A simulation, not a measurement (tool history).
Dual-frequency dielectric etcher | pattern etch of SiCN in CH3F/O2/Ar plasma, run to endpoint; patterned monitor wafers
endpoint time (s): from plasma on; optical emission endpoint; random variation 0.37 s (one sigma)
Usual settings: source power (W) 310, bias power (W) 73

run,hour,source power (W),bias power (W),"incoming incoming film thickness, nm",endpoint time (s)
1,0.0,310,66,12.56,44.6
# hour 37.0: wet clean of the chamber
2,98.6,310,66,12.67,43.3
3,181.0,310,66,12.71,42.9
4,390.4,360,73,12.67,39.7
5,486.4,310,73,12.75,43.1
6,555.7,310,73,12.68,43.0
7,616.0,310,73,12.62,42.9
# hour 684.6: wet clean of the chamber
8,707.5,310,73,12.78,42.3
# hour 746.1: source power generator calibrated
# hour 747.1: bias power generator calibrated
9,810.1,310,73,12.66,42.5
10,874.2,310,73,12.76,42.5
11,959.8,310,73,12.75,43.2
12,1056.0,310,73,12.65,42.5
13,1115.5,380,73,12.63,39.5
14,1162.7,310,59,12.70,46.6
15,1233.1,250,88,12.66,44.1
# hour 1282.8: upper electrode replaced
16,1283.3,280,86,12.66,43.3
# hour 1411.4: wet clean of the chamber
17,1415.4,260,62,12.60,48.0
18,1517.1,310,57,12.76,46.0
19,1598.5,310,57,12.67,46.7
20,1645.1,240,80,12.71,45.5
21,1742.4,310,73,12.83,42.6
22,1784.0,310,73,12.75,43.3
23,1855.5,310,73,12.76,43.5
# hour 2023.9: wet clean of the chamber
24,2074.9,310,73,12.63,42.3

Hidden state or all else? Some run-to-run changes of endpoint time (s), split into what the settings, what came in and random variation would give without the hidden state, and what is left for the hidden state (with any gauge scatter that isn't in both results):
The hidden state here: etch rate over this chamber's usual, %; source power that arrives over what is set, %; bias power that arrives over what is set, %.
Run 1 -> 2: wet clean of the chamber. endpoint time (s) -1.3: hidden state -1.3, all else +0.0.
Run 13 -> 14: source power (W) 380 -> 310, bias power (W) 73 -> 59. endpoint time (s) +7.1: hidden state +0.4, all else +6.7.
Run 16 -> 17: source power (W) 280 -> 260, bias power (W) 86 -> 62, wet clean of the chamber. endpoint time (s) +4.7: hidden state -1.6, all else +6.3.
